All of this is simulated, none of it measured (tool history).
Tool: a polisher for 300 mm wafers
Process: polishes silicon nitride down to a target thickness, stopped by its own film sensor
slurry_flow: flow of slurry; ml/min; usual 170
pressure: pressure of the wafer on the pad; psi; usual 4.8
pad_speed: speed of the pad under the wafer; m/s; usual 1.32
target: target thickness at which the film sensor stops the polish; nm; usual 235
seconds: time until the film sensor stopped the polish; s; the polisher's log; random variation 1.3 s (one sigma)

run,day,slurry_flow,pressure,pad_speed,target,wafers since the last listed run,wafers polished on this pad,hours since the slurry nozzle was cleaned,hours since the head pressure was calibrated,"incoming thickness of the incoming film, nm",seconds
1,0.000,170,4.8,1.50,235,0,176,728.8,538.8,458.5,79.3
2,0.379,170,4.8,1.32,235,78,255,737.9,547.9,456.6,84.3
3,0.650,170,4.8,1.32,235,56,311,744.4,554.4,463.5,85.3
4,0.950,170,4.8,1.14,235,62,373,751.6,561.6,458.1,90.1
5,1.208,170,4.8,1.14,235,53,427,757.8,567.8,461.1,94.0
6,2.071,170,4.8,1.32,215,178,605,778.5,588.5,460.2,94.4
7,2.596,170,4.8,1.32,215,108,714,791.1,601.1,459.7,99.1
8,3.029,170,3.8,1.32,235,89,804,801.5,611.5,458.4,114.7
9,3.592,170,3.8,1.32,235,116,921,815.0,625.0,460.2,116.3
10,3.971,170,3.8,1.32,235,78,999,824.1,634.1,461.9,115.6
# day 4.175: worn pad replaced by a new one
11,4.662,135,4.8,1.32,235,108,100,840.7,650.7,460.6,85.1
12,5.133,170,4.8,1.18,235,97,198,852.0,662.0,456.6,88.4
# day 5.392: slurry nozzle cleaned
13,5.738,170,4.8,1.18,235,116,315,8.3,676.5,454.7,86.5
14,6.042,170,4.8,1.18,235,63,378,15.6,683.8,457.0,89.7
15,6.712,135,4.8,1.32,235,139,517,31.7,699.9,459.6,88.0
16,7.438,170,4.3,1.44,159,150,667,49.1,717.3,463.4,129.7
17,7.750,170,6.2,1.32,166,64,732,56.6,724.8,465.5,89.8
# day 8.229: head pressure recalibrated
18,8.250,170,4.8,1.32,215,86,818,68.6,0.5,459.9,99.9
# day 8.542: worn pad replaced by a new one
19,9.708,145,4.8,1.32,235,267,241,103.6,35.5,457.9,84.8
20,10.104,170,4.8,1.32,235,82,323,113.1,45.0,466.4,87.4
21,10.771,170,4.8,1.32,307,138,461,129.1,61.0,465.3,62.0
22,11.246,170,4.8,1.32,287,98,560,140.5,72.4,459.3,67.2
23,11.517,170,6.3,1.32,311,56,616,147.0,78.9,459.1,42.4
# day 13.175: worn pad replaced by a new one
24,13.196,140,3.3,1.48,268,313,4,187.3,119.2,460.3,95.9
25,13.862,145,5.5,0.86,273,138,142,203.3,135.2,463.6,79.0
26,14.258,170,6.0,1.32,235,82,225,212.8,144.7,460.1,66.7
27,14.512,170,3.4,1.32,311,52,277,218.9,150.8,464.9,79.5

Some steps in seconds between neighbouring runs. How much of each would the tool show without its hidden state too (settings, what came in, random variation), and how much is left for the hidden state, with any gauge scatter that isn't in both results?
The hidden state here: removal rate lost through wear of the pad, %; slurry flow missing at the pad, %; deviation of the head's pressure from its setpoint, %.
Run 10 -> 11: slurry_flow 170 -> 135, pressure 3.8 -> 4.8, worn pad replaced by a new one. seconds -30.5 s: hidden state -13.0, all else -17.5.
Run 15 -> 16: slurry_flow 135 -> 170, pressure 4.8 -> 4.3, pad_speed 1.32 -> 1.44, target 235 -> 159. seconds +41.7 s: hidden state +5.2, all else +36.5.
Run 18 -> 19: slurry_flow 170 -> 145, target 215 -> 235, worn pad replaced by a new one. seconds -15.1 s: hidden state -7.6, all else -7.5.
Run 23 -> 24: slurry_flow 170 -> 140, pressure 6.3 -> 3.3, pad_speed 1.32 -> 1.48, target 311 -> 268, worn pad replaced by a new one. seconds +53.5 s: hidden state -2.9, all else +56.4.

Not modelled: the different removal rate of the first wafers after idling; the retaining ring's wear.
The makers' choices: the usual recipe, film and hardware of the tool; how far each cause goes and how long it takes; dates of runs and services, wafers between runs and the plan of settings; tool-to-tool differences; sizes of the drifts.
